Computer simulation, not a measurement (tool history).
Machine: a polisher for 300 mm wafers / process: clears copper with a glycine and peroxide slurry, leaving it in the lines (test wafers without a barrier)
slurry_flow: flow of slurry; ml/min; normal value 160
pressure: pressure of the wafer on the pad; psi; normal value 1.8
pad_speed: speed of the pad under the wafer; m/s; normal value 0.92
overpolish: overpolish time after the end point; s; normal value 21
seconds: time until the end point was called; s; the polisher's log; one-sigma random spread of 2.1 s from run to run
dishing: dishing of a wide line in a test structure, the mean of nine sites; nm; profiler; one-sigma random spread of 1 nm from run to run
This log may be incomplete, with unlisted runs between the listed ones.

run     day  slurry_flow  pressure  pad_speed  overpolish  wafers since the last listed run  wafers polished on this pad  hours since the slurry nozzle was cleaned  hours since the head pressure was calibrated  incoming thickness of the incoming film, nm  seconds  dishing
  1   0.000          160       1.8       0.92          21                                 0                          398                                       99.1                                         369.2                                        532.0    132.1     39.9
  2   2.425          160       1.8       0.92          21                               290                          689                                      157.3                                         427.4                                        526.8    133.3     39.5
  3   3.942          160       1.8       0.92          21                               181                          871                                      193.7                                         463.8                                        520.6    127.8     40.5
  4   5.967          160       1.8       0.92          21                               242                         1113                                      242.3                                         512.4                                        540.2    135.2     41.7
  5   8.467          160       1.8       0.92          21                               299                         1413                                      302.3                                         572.4                                        528.7    138.2     39.5
      9.417  -- worn pad replaced by a new one
  6  10.471          160       1.8       0.92          25                               220                          126                                      350.4                                         620.5                                        526.9    133.5     44.5
  7  12.525          160       1.8       0.92          21                               246                          372                                      399.7                                         669.8                                        528.9    131.4     41.0
  8  14.771          160       1.8       0.92          21                               269                          641                                      453.6                                         723.7                                        541.7    142.8     38.0
  9  15.875          160       1.8       0.92          21                               132                          773                                      480.1                                         750.2                                        533.3    135.3     39.7
 10  17.112          160       1.8       0.92          21                               148                          922                                      509.8                                         779.9                                        520.5    135.3     39.4
 11  19.458          160       1.8       0.92          21                               281                         1203                                      566.1                                         836.2                                        529.9    142.2     41.3
     19.908  -- worn pad replaced by a new one
 12  21.125          160       1.8       0.92          21                               179                          145                                      606.1                                         876.2                                        530.0    136.6     41.3
 13  23.379          160       1.8       0.92          21                               270                          415                                      660.2                                         930.3                                        523.7    140.3     40.0
     23.546  -- slurry nozzle cleaned
     24.150  -- head pressure recalibrated
 14  28.633          175       1.4       1.02          10                               614                         1030                                      122.1                                         107.6                                        527.6    138.6     23.5
 15  30.283          160       1.8       0.78          15                               197                         1228                                      161.7                                         147.2                                        535.7    150.7     30.1
     31.825  -- worn pad replaced by a new one
 16  32.996          160       1.8       0.92          21                               305                          140                                      226.8                                         212.3                                        529.1    133.2     39.4
 17  35.842          175       2.3       0.78          21                               341                          481                                      295.1                                         280.6                                        537.9    127.8     44.0
 18  38.833          160       1.8       0.92          21                               358                          840                                      366.9                                         352.4                                        521.3    130.2     40.6
 19  41.083          160       1.2       0.92          21                               269                         1109                                      420.9                                         406.4                                        531.3    169.4     35.0
 20  42.262          160       1.8       0.92          21                               141                         1251                                      449.2                                         434.7                                        524.1    131.9     40.1
     42.792  -- worn pad replaced by a new one
 21  44.954          160       1.8       0.92          11                               302                          259                                      513.8                                         499.3                                        530.9    136.4     26.1
 22  47.254          210       2.0       0.92          21                               275                          534                                      569.0                                         554.5                                        529.5    120.8     43.0
     47.871  -- slurry nozzle cleaned
 23  48.271          210       2.0       0.92          21                               116                          651                                        9.6                                         578.9                                        536.0    123.1     42.0
 24  50.646          195       1.4       0.70          27                               284                          936                                       66.6                                         635.9                                        528.4    177.4     41.1
 25  53.238          160       1.8       0.68          11                               310                         1246                                      128.8                                         698.1                                        520.6    166.8     22.2
     54.596  -- worn pad replaced by a new one
 26  54.679          160       1.8       0.92          21                               152                           10                                      163.4                                         732.7                                        534.8    141.1     40.9

Forecast each of these 5 alternatives for the next run:
  A  54.700          160       1.8       0.92          21                                 2                           12                                      163.9                                         733.2                                        526.1        ?        ?
  B  54.700          110       1.4       1.08          17                                 2                           12                                      163.9                                         733.2                                        526.1        ?        ?
  C  54.700          160       1.8       0.92          14                                 2                           12                                      163.9                                         733.2                                        526.1        ?        ?
  D  54.700          160       2.0       1.10          25                                 2                           12                                      163.9                                         733.2                                        526.1        ?        ?
  E  54.700          160       1.5       0.92           8                                 2                           12                                      163.9                                         733.2                                        526.1        ?        ?

run  seconds  dishing
  A    136.3     39.3
  B    151.9     31.5
  C    136.3     30.2
  D    111.2     47.1
  E    152.6     17.8
Without the tool's hidden state the same runs would have given:
run  seconds  dishing
  A    128.5     40.7
  B    143.4     32.8
  C    128.5     31.5
  D    104.4     48.5
  E    144.3     18.7
